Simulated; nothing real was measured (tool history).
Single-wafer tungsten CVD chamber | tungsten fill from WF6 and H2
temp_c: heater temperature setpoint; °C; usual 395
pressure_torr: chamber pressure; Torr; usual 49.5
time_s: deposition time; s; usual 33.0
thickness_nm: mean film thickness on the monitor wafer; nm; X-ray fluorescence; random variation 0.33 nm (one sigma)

run   hour  temp_c  pressure_torr  time_s  wafers since the last listed run  hours since the last thermocouple change  hours since the last manometer calibration  hours since the showerhead was replaced  hours since the gauge calibration  read-back reference wafer on the same gauge, thickness_nm  thickness_nm
  1    0.0     395           49.5    33.0                                 0                                    2389.7                                      2043.1                                   2773.8                              111.7                                                    110.914       112.369
  2    6.5     395           59.2    31.2                               106                                    2396.2                                      2049.6                                   2780.3                              118.2                                                    110.957       114.309
  3   15.6     395           59.2    31.2                               148                                    2405.3                                      2058.7                                   2789.4                              127.3                                                    111.066       114.303
  4   21.7     395           59.2    31.2                                99                                    2411.4                                      2064.8                                   2795.5                              133.4                                                    110.991       114.532
  5   34.3     395           56.2    33.0                               205                                    2424.0                                      2077.4                                   2808.1                              146.0                                                    111.010       119.090
  6   45.9     395           56.2    33.0                               189                                    2435.6                                      2089.0                                   2819.7                              157.6                                                    111.037       119.309
      55.1  -- capacitance manometer re-zeroed and calibrated
      55.7  -- showerhead replaced
  7   60.3     395           56.2    33.0                                93                                    2450.0                                         5.2                                      4.6                              172.0                                                    111.147       118.479
      67.6  -- gauge calibrated
  8   68.2     407           59.4    33.0                               129                                    2457.9                                        13.1                                     12.5                                0.6                                                    110.867       154.717
      79.2  -- thermocouple changed; heater temperature recalibrated
  9   79.7     395           49.5    33.0                                57                                       0.5                                        24.6                                     24.0                               12.1                                                    111.006       112.518
 10   96.1     390           49.5    28.0                               267                                      16.9                                        41.0                                     40.4                               28.5                                                    111.076        86.027
 11  105.7     395           49.5    33.0                               156                                      26.5                                        50.6                                     50.0                               38.1                                                    110.979       112.740
 12  116.3     395           60.0    33.0                               173                                      37.1                                        61.2                                     60.6                               48.7                                                    110.875       121.926
 13  155.5     386           53.8    33.0                               640                                      76.3                                       100.4                                     99.8                               87.9                                                    110.975        95.615
 14  170.4     407           58.1    29.9                               243                                      91.2                                       115.3                                    114.7                              102.8                                                    111.127       139.038

Forecast each of these 4 alternatives for the next run:
  A  170.8     395           49.5    33.0                                 6                                      91.6                                       115.7                                    115.1                              103.2                                                          ?             ?
  B  170.8     395           49.5    38.2                                 6                                      91.6                                       115.7                                    115.1                              103.2                                                          ?             ?
  C  170.8     409           55.1    31.0                                 6                                      91.6                                       115.7                                    115.1                              103.2                                                          ?             ?
  D  170.8     405           56.3    27.5                                 6                                      91.6                                       115.7                                    115.1                              103.2                                                          ?             ?

run  read-back reference wafer on the same gauge, thickness_nm  thickness_nm
  A                                                    110.982       112.742
  B                                                    110.982       130.577
  C                                                    110.982       147.029
  D                                                    110.982       121.578
Without the tool's hidden state the same runs would have given:
run  thickness_nm
  A       112.742
  B       130.577
  C       147.029
  D       121.578

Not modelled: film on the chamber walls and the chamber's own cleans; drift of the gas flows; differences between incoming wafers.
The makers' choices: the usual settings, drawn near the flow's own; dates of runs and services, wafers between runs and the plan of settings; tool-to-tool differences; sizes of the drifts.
